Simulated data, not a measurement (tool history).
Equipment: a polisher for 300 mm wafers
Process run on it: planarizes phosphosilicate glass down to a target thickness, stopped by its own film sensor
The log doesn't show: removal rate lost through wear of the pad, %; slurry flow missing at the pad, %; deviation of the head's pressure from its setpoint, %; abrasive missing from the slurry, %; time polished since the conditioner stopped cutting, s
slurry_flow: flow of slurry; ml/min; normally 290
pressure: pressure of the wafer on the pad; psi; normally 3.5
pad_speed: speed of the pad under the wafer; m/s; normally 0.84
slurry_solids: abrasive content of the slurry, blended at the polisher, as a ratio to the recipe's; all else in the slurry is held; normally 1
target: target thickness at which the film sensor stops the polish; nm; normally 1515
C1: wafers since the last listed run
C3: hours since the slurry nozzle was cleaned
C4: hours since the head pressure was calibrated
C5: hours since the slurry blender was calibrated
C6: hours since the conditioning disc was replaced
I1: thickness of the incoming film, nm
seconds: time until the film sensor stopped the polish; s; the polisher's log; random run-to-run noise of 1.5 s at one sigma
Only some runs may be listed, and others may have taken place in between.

{"run": 1, "hour": 0.0, "slurry_flow": 290, "pressure": 3.5, "pad_speed": 0.84, "slurry_solids": 1, "target": 1515, "C1": 0, "wafers polished on this pad": 634, "C3": 421.1, "C4": 1246.2, "C5": 319, "C6": 517, "I1": 2379.5, "seconds": 112.8}
{"hour": 4.3, "done": "worn pad replaced by a new one"}
{"run": 2, "hour": 9.7, "slurry_flow": 290, "pressure": 3.5, "pad_speed": 0.84, "slurry_solids": 1, "target": 1515, "C1": 43, "wafers polished on this pad": 40, "C3": 430.8, "C4": 1255.9, "C5": 328.7, "C6": 526.7, "I1": 2367, "seconds": 100.2}
{"run": 3, "hour": 17.4, "slurry_flow": 290, "pressure": 3.5, "pad_speed": 0.84, "slurry_solids": 1, "target": 1515, "C1": 58, "wafers polished on this pad": 98, "C3": 438.5, "C4": 1263.6, "C5": 336.4, "C6": 534.4, "I1": 2376.1, "seconds": 102.3}
{"run": 4, "hour": 29.3, "slurry_flow": 260, "pressure": 3.5, "pad_speed": 0.84, "slurry_solids": 1, "target": 1635, "C1": 89, "wafers polished on this pad": 188, "C3": 450.4, "C4": 1275.5, "C5": 348.3, "C6": 546.3, "I1": 2338.1, "seconds": 89.7}
{"run": 5, "hour": 51.5, "slurry_flow": 260, "pressure": 3.5, "pad_speed": 0.84, "slurry_solids": 1, "target": 1635, "C1": 167, "wafers polished on this pad": 355, "C3": 472.6, "C4": 1297.7, "C5": 370.5, "C6": 568.5, "I1": 2355.4, "seconds": 90.2}
{"run": 6, "hour": 67.2, "slurry_flow": 290, "pressure": 3.5, "pad_speed": 0.84, "slurry_solids": 1, "target": 1515, "C1": 118, "wafers polished on this pad": 474, "C3": 488.3, "C4": 1313.4, "C5": 386.2, "C6": 584.2, "I1": 2339.7, "seconds": 105.1}
{"run": 7, "hour": 76.2, "slurry_flow": 290, "pressure": 3.5, "pad_speed": 0.84, "slurry_solids": 1, "target": 1515, "C1": 67, "wafers polished on this pad": 542, "C3": 497.3, "C4": 1322.4, "C5": 395.2, "C6": 593.2, "I1": 2334.6, "seconds": 111.7}
{"run": 8, "hour": 86.1, "slurry_flow": 290, "pressure": 3.5, "pad_speed": 1.06, "slurry_solids": 1, "target": 1686, "C1": 74, "wafers polished on this pad": 616, "C3": 507.2, "C4": 1332.3, "C5": 405.1, "C6": 603.1, "I1": 2348, "seconds": 72.8}
{"hour": 89.2, "done": "head pressure recalibrated"}
{"hour": 100.3, "done": "worn pad replaced by a new one, of another model than before"}
{"run": 9, "hour": 101.2, "slurry_flow": 370, "pressure": 3.5, "pad_speed": 0.84, "slurry_solids": 1, "target": 1783, "C1": 68, "wafers polished on this pad": 6, "C3": 522.3, "C4": 12, "C5": 420.2, "C6": 618.2, "I1": 2340.7, "seconds": 62.3}
{"hour": 106.8, "done": "conditioning disc replaced and pad reconditioned"}
{"run": 10, "hour": 110.8, "slurry_flow": 290, "pressure": 3.5, "pad_speed": 0.84, "slurry_solids": 1, "target": 1515, "C1": 57, "wafers polished on this pad": 64, "C3": 531.9, "C4": 21.6, "C5": 429.8, "C6": 4, "I1": 2324.4, "seconds": 94.8}
{"run": 11, "hour": 127.9, "slurry_flow": 290, "pressure": 3.5, "pad_speed": 0.84, "slurry_solids": 1, "target": 1515, "C1": 129, "wafers polished on this pad": 193, "C3": 549, "C4": 38.7, "C5": 446.9, "C6": 21.1, "I1": 2319.7, "seconds": 99.4}
{"hour": 132.5, "done": "slurry blender recalibrated"}
{"run": 12, "hour": 135.2, "slurry_flow": 290, "pressure": 3.5, "pad_speed": 0.84, "slurry_solids": 0.85, "target": 1515, "C1": 39, "wafers polished on this pad": 233, "C3": 556.3, "C4": 46, "C5": 2.7, "C6": 28.4, "I1": 2316.4, "seconds": 107.2}
{"hour": 140.4, "done": "slurry nozzle cleaned"}
{"run": 13, "hour": 150.0, "slurry_flow": 250, "pressure": 3.5, "pad_speed": 0.84, "slurry_solids": 0.7, "target": 1371, "C1": 104, "wafers polished on this pad": 337, "C3": 9.6, "C4": 60.8, "C5": 17.5, "C6": 43.2, "I1": 2347, "seconds": 151}
{"run": 14, "hour": 163.7, "slurry_flow": 290, "pressure": 3.5, "pad_speed": 0.84, "slurry_solids": 1.1, "target": 1515, "C1": 103, "wafers polished on this pad": 440, "C3": 23.3, "C4": 74.5, "C5": 31.2, "C6": 56.9, "I1": 2375.5, "seconds": 106.9}
{"run": 15, "hour": 176.0, "slurry_flow": 290, "pressure": 3.5, "pad_speed": 1.06, "slurry_solids": 1, "target": 1515, "C1": 92, "wafers polished on this pad": 533, "C3": 35.6, "C4": 86.8, "C5": 43.5, "C6": 69.2, "I1": 2380.8, "seconds": 101}
{"hour": 181.6, "done": "worn pad replaced by a new one"}
{"run": 16, "hour": 191.8, "slurry_flow": 205, "pressure": 3.5, "pad_speed": 0.84, "slurry_solids": 1, "target": 1377, "C1": 89, "wafers polished on this pad": 76, "C3": 51.4, "C4": 102.6, "C5": 59.3, "C6": 85, "I1": 2374.1, "seconds": 120.6}
{"run": 17, "hour": 206.8, "slurry_flow": 260, "pressure": 3.5, "pad_speed": 0.84, "slurry_solids": 1, "target": 1635, "C1": 113, "wafers polished on this pad": 190, "C3": 66.4, "C4": 117.6, "C5": 74.3, "C6": 100, "I1": 2318.7, "seconds": 81.5}
{"run": 18, "hour": 219.6, "slurry_flow": 290, "pressure": 4.3, "pad_speed": 0.84, "slurry_solids": 1, "target": 1515, "C1": 96, "wafers polished on this pad": 286, "C3": 79.2, "C4": 130.4, "C5": 87.1, "C6": 112.8, "I1": 2339, "seconds": 85.8}
{"run": 19, "hour": 230.3, "slurry_flow": 290, "pressure": 3.5, "pad_speed": 0.84, "slurry_solids": 1, "target": 1515, "C1": 80, "wafers polished on this pad": 367, "C3": 89.9, "C4": 141.1, "C5": 97.8, "C6": 123.5, "I1": 2388.6, "seconds": 111.8}
{"run": 20, "hour": 241.1, "slurry_flow": 290, "pressure": 3.5, "pad_speed": 0.68, "slurry_solids": 1, "target": 1515, "C1": 81, "wafers polished on this pad": 448, "C3": 100.7, "C4": 151.9, "C5": 108.6, "C6": 134.3, "I1": 2326.6, "seconds": 113.4}
{"run": 21, "hour": 249.7, "slurry_flow": 220, "pressure": 3.9, "pad_speed": 0.84, "slurry_solids": 0.9, "target": 1683, "C1": 64, "wafers polished on this pad": 513, "C3": 109.3, "C4": 160.5, "C5": 117.2, "C6": 142.9, "I1": 2321.9, "seconds": 80}
{"hour": 284.0, "done": "worn pad replaced by a new one"}
{"run": 22, "hour": 284.8, "slurry_flow": 290, "pressure": 3.5, "pad_speed": 0.84, "slurry_solids": 0.9, "target": 1515, "C1": 234, "wafers polished on this pad": 5, "C3": 144.4, "C4": 195.6, "C5": 152.3, "C6": 178, "I1": 2335.8, "seconds": 97.2}
{"run": 23, "hour": 295.4, "slurry_flow": 320, "pressure": 2.5, "pad_speed": 0.84, "slurry_solids": 1, "target": 1515, "C1": 79, "wafers polished on this pad": 85, "C3": 155, "C4": 206.2, "C5": 162.9, "C6": 188.6, "I1": 2360.7, "seconds": 134.5}
{"run": 24, "hour": 306.5, "slurry_flow": 290, "pressure": 3.9, "pad_speed": 0.96, "slurry_solids": 0.85, "target": 1255, "C1": 83, "wafers polished on this pad": 169, "C3": 166.1, "C4": 217.3, "C5": 174, "C6": 199.7, "I1": 2333.3, "seconds": 122.9}

Forecast each of these 5 alternatives for the next run:
{"run": "A", "hour": 307.0, "slurry_flow": 290, "pressure": 3.5, "pad_speed": 0.84, "slurry_solids": 1, "target": 1515, "C1": 3, "wafers polished on this pad": 173, "C3": 166.6, "C4": 217.8, "C5": 174.5, "C6": 200.2, "I1": 2378.3, "seconds": "?"}
{"run": "B", "hour": 307.0, "slurry_flow": 390, "pressure": 3.5, "pad_speed": 1.1, "slurry_solids": 0.9, "target": 1515, "C1": 3, "wafers polished on this pad": 173, "C3": 166.6, "C4": 217.8, "C5": 174.5, "C6": 200.2, "I1": 2378.3, "seconds": "?"}
{"run": "C", "hour": 307.0, "slurry_flow": 290, "pressure": 4.1, "pad_speed": 1, "slurry_solids": 1, "target": 1515, "C1": 3, "wafers polished on this pad": 173, "C3": 166.6, "C4": 217.8, "C5": 174.5, "C6": 200.2, "I1": 2378.3, "seconds": "?"}
{"run": "D", "hour": 307.0, "slurry_flow": 255, "pressure": 3.5, "pad_speed": 0.62, "slurry_solids": 1.15, "target": 1669, "C1": 3, "wafers polished on this pad": 173, "C3": 166.6, "C4": 217.8, "C5": 174.5, "C6": 200.2, "I1": 2378.3, "seconds": "?"}
{"run": "E", "hour": 307.0, "slurry_flow": 290, "pressure": 3.5, "pad_speed": 0.66, "slurry_solids": 1, "target": 1515, "C1": 3, "wafers polished on this pad": 173, "C3": 166.6, "C4": 217.8, "C5": 174.5, "C6": 200.2, "I1": 2378.3, "seconds": "?"}

run=A seconds=106.4
run=B seconds=95.1
run=C seconds=84.8
run=D seconds=95.6
run=E seconds=118.8
Without the tool's hidden state the same runs would have given:
run=A seconds=97.3
run=B seconds=87
run=C seconds=77.6
run=D seconds=87.4
run=E seconds=108.6

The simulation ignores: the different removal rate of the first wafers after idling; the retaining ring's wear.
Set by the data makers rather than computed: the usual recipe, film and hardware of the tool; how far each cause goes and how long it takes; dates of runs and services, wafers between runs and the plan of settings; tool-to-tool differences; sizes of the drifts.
